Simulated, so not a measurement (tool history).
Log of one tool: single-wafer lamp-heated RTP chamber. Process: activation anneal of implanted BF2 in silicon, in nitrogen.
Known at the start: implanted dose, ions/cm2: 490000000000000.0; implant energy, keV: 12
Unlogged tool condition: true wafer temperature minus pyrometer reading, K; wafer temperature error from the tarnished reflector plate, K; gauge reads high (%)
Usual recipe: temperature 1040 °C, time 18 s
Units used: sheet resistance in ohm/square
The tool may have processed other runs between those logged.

run,hour,temperature,time,wafers since the last listed run,wafers since the last pyrometer calibration,wafers since the reflector plate was cleaned,hours since the gauge calibration,"read-back reference wafer on the same gauge, sheet resistance",sheet resistance
1,0.0,1040,18,0,5088,1281,744.8,255.19,280.92
# hour 289.3: pyrometer window cleaned and pyrometer calibrated
2,296.6,1040,18,4123,104,5404,1041.4,254.84,285.34
3,360.0,1040,18,905,1010,6309,1104.8,254.95,283.79
4,434.3,1040,18,1061,2071,7371,1179.1,254.80,280.52
5,505.2,1040,18,1012,3084,8384,1250.0,255.05,277.07
6,575.4,1040,18,1002,4087,9387,1320.2,255.08,278.51
# hour 637.3: reflector plate cleaned
7,655.0,1040,18,1022,5110,253,1399.8,254.76,284.71
8,723.4,1040,18,977,6087,1230,1468.2,255.21,279.92
9,963.5,1040,18,3430,9517,4660,1708.3,254.77,277.55
# hour 1037.6: pyrometer window cleaned and pyrometer calibrated
10,1062.5,1040,18,1300,356,5960,1807.3,254.92,288.96
11,1110.9,1040,18,691,1047,6652,1855.7,254.91,283.05
12,1221.8,1040,18,1584,2631,8236,1966.6,255.35,280.50
13,1278.4,1018,25,808,3440,9045,2023.2,254.60,289.81
# hour 1342.1: reflector plate cleaned
14,1441.2,1040,18,2211,5652,1415,2186.0,255.15,283.36
15,1538.9,1040,18,1395,7047,2811,2283.7,255.08,279.36
# hour 1544.5: gauge calibrated
16,1639.9,1040,18,1442,8490,4253,95.4,254.98,280.08
17,1697.1,1040,22,817,9307,5071,152.6,254.91,272.35
# hour 1752.8: pyrometer window cleaned and pyrometer calibrated
18,1942.5,1020,28,3391,2710,8462,398.0,255.00,283.34
19,1992.7,1040,12,717,3427,9179,448.2,255.00,285.60
20,2037.0,1024,28,632,4060,9812,492.5,254.97,278.31
21,2121.8,1052,25,1211,5271,11024,577.3,254.92,264.21
# hour 2142.8: reflector plate cleaned
22,2224.5,1040,18,1352,6624,1167,680.0,255.29,280.60
23,2321.9,1052,9,1391,8016,2558,777.4,255.21,286.66
24,2406.8,1023,10,1212,9229,3771,862.3,254.57,306.18
25,2455.9,1040,26,701,9930,4473,911.4,255.10,270.11
26,2540.7,1054,22,1211,11142,5684,996.2,255.10,264.27
# hour 2609.7: pyrometer window cleaned and pyrometer calibrated
27,2612.4,1055,18,910,38,6594,1067.9,254.81,274.38
28,2700.6,1020,18,1260,1298,7854,1156.1,255.27,300.71
29,2746.8,1040,18,660,1958,8514,1202.3,255.17,281.08
30,2799.7,1040,18,755,2714,9270,1255.2,255.09,279.62
# hour 3013.6: reflector plate cleaned
31,3014.1,1052,25,2948,5663,7,1469.6,254.98,266.90
32,3071.7,1055,27,822,6486,830,1527.2,254.96,262.73

Run 33, settings as shown, results not yet in. Your forecast:
33,3117.1,1040,18,648,7134,1478,1572.6,?,?

read-back reference wafer on the same gauge, sheet resistance: 255.07
sheet resistance: 281.36 ohm/square
If the tool had no hidden condition, the same run with the same run-to-run variation would have returned sheet resistance 291.43 ohm/square.
